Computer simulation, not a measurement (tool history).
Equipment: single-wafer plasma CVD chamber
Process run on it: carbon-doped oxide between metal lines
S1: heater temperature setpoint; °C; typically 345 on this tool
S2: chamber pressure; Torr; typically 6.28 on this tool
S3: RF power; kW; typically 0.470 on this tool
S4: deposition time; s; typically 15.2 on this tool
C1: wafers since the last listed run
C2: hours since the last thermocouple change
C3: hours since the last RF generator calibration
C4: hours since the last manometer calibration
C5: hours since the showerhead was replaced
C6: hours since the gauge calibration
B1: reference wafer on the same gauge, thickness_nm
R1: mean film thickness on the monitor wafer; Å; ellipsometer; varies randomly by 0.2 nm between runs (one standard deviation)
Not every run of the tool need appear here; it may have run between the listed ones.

Run 1, hour 0.0: usual settings but S2 5.41 Torr, S4 16.0 s; C1 0; C2 2429.5; C3 1578.9; C4 1981.1; C5 5869.4; C6 27.7; B1 68.674. Result: R1 708.72 Å.
Run 2, hour 29.6: usual settings but S2 5.41 Torr, S4 16.0 s; C1 780; C2 2459.1; C3 1608.5; C4 2010.7; C5 5899.0; C6 57.3; B1 68.593. Result: R1 704.02 Å.
Run 3, hour 51.6: usual settings but S2 5.41 Torr, S4 16.0 s; C1 580; C2 2481.1; C3 1630.5; C4 2032.7; C5 5921.0; C6 79.3; B1 68.599. Result: R1 703.63 Å.
Run 4, hour 77.4: usual settings; C1 680; C2 2506.9; C3 1656.3; C4 2058.5; C5 5946.8; C6 105.1; B1 68.680. Result: R1 678.63 Å.
Run 5, hour 110.2: usual settings; C1 865; C2 2539.7; C3 1689.1; C4 2091.3; C5 5979.6; C6 137.9; B1 68.626. Result: R1 680.27 Å.
Run 6, hour 128.7: usual settings; C1 487; C2 2558.2; C3 1707.6; C4 2109.8; C5 5998.1; C6 156.4; B1 68.648. Result: R1 681.34 Å.
Run 7, hour 159.4: usual settings; C1 809; C2 2588.9; C3 1738.3; C4 2140.5; C5 6028.8; C6 187.1; B1 68.665. Result: R1 680.26 Å.
Run 8, hour 177.8: usual settings but S3 0.495 kW; C1 485; C2 2607.3; C3 1756.7; C4 2158.9; C5 6047.2; C6 205.5; B1 68.642. Result: R1 696.52 Å.
Run 9, hour 196.7: usual settings but S3 0.495 kW; C1 498; C2 2626.2; C3 1775.6; C4 2177.8; C5 6066.1; C6 224.4; B1 68.654. Result: R1 699.26 Å.
At hour 209.4: showerhead replaced, of another model than before.
Run 10, hour 227.0: usual settings; C1 588; C2 2656.5; C3 1805.9; C4 2208.1; C5 17.6; C6 254.7; B1 68.707. Result: R1 651.71 Å.
Run 11, hour 256.7: usual settings but S1 349 °C, S2 5.14 Torr, S3 0.420 kW, S4 12.6 s; C1 783; C2 2686.2; C3 1835.6; C4 2237.8; C5 47.3; C6 284.4; B1 68.629. Result: R1 463.78 Å.
Run 12, hour 290.1: usual settings but S1 336 °C, S2 5.04 Torr, S3 0.425 kW; C1 880; C2 2719.6; C3 1869.0; C4 2271.2; C5 80.7; C6 317.8; B1 68.545. Result: R1 585.80 Å.
At hour 305.1: RF generator calibrated.
At hour 307.9: capacitance manometer re-zeroed and calibrated.
At hour 308.2: thermocouple changed; heater temperature recalibrated.
Run 13, hour 320.4: usual settings but S2 4.75 Torr, S4 13.3 s; C1 504; C2 12.2; C3 15.3; C4 12.5; C5 111.0; C6 348.1; B1 68.612. Result: R1 607.13 Å.
Run 14, hour 348.5: usual settings; C1 741; C2 40.3; C3 43.4; C4 40.6; C5 139.1; C6 376.2; B1 68.513. Result: R1 705.31 Å.
Run 15, hour 365.3: usual settings but S2 7.34 Torr, S3 0.395 kW; C1 443; C2 57.1; C3 60.2; C4 57.4; C5 155.9; C6 393.0; B1 68.587. Result: R1 577.83 Å.
At hour 385.1: gauge calibrated.
Run 16, hour 387.1: usual settings; C1 574; C2 78.9; C3 82.0; C4 79.2; C5 177.7; C6 2.0; B1 68.708. Result: R1 706.14 Å.
Run 17, hour 448.6: usual settings but S2 7.34 Torr, S4 13.3 s; C1 1622; C2 140.4; C3 143.5; C4 140.7; C5 239.2; C6 63.5; B1 68.527. Result: R1 619.37 Å.
Run 18, hour 483.4: usual settings but S2 7.34 Torr, S4 13.3 s; C1 917; C2 175.2; C3 178.3; C4 175.5; C5 274.0; C6 98.3; B1 68.572. Result: R1 623.23 Å.
Run 19, hour 517.2: usual settings but S1 360 °C, S2 5.23 Torr, S3 0.425 kW, S4 14.0 s; C1 891; C2 209.0; C3 212.1; C4 209.3; C5 307.8; C6 132.1; B1 68.656. Result: R1 550.47 Å.
Run 20, hour 538.2: usual settings but S1 341 °C, S2 4.71 Torr, S3 0.380 kW, S4 18.2 s; C1 553; C2 230.0; C3 233.1; C4 230.3; C5 328.8; C6 153.1; B1 68.584. Result: R1 646.86 Å.
Run 21, hour 556.5: usual settings but S1 355 °C, S4 17.4 s; C1 482; C2 248.3; C3 251.4; C4 248.6; C5 347.1; C6 171.4; B1 68.589. Result: R1 784.57 Å.

What differs in the tool's unlogged condition from the final listed run ahead of each entry between runs to the first listed run following it?
Logged between run 9 and run 10: showerhead replaced, of another model than before (hour 209.4)
  delivered RF power above the setpoint (%): -6.47 -> -6.67
  measured value less the no-hidden-state value, R1: -27.91 -> -51.16 Å
Logged between run 12 and run 13: RF generator calibrated (hour 305.1); capacitance manometer re-zeroed and calibrated (hour 307.9); thermocouple changed; heater temperature recalibrated (hour 308.2)
  delivered RF power above the setpoint (%): -7.11 -> -0.19
  measured value less the no-hidden-state value, R1: -52.90 -> -1.12 Å
Logged between run 15 and run 16: gauge calibrated (hour 385.1)
  delivered RF power above the setpoint (%): -0.196 -> -0.202
  measured value less the no-hidden-state value, R1: -1.32 -> -1.38 Å
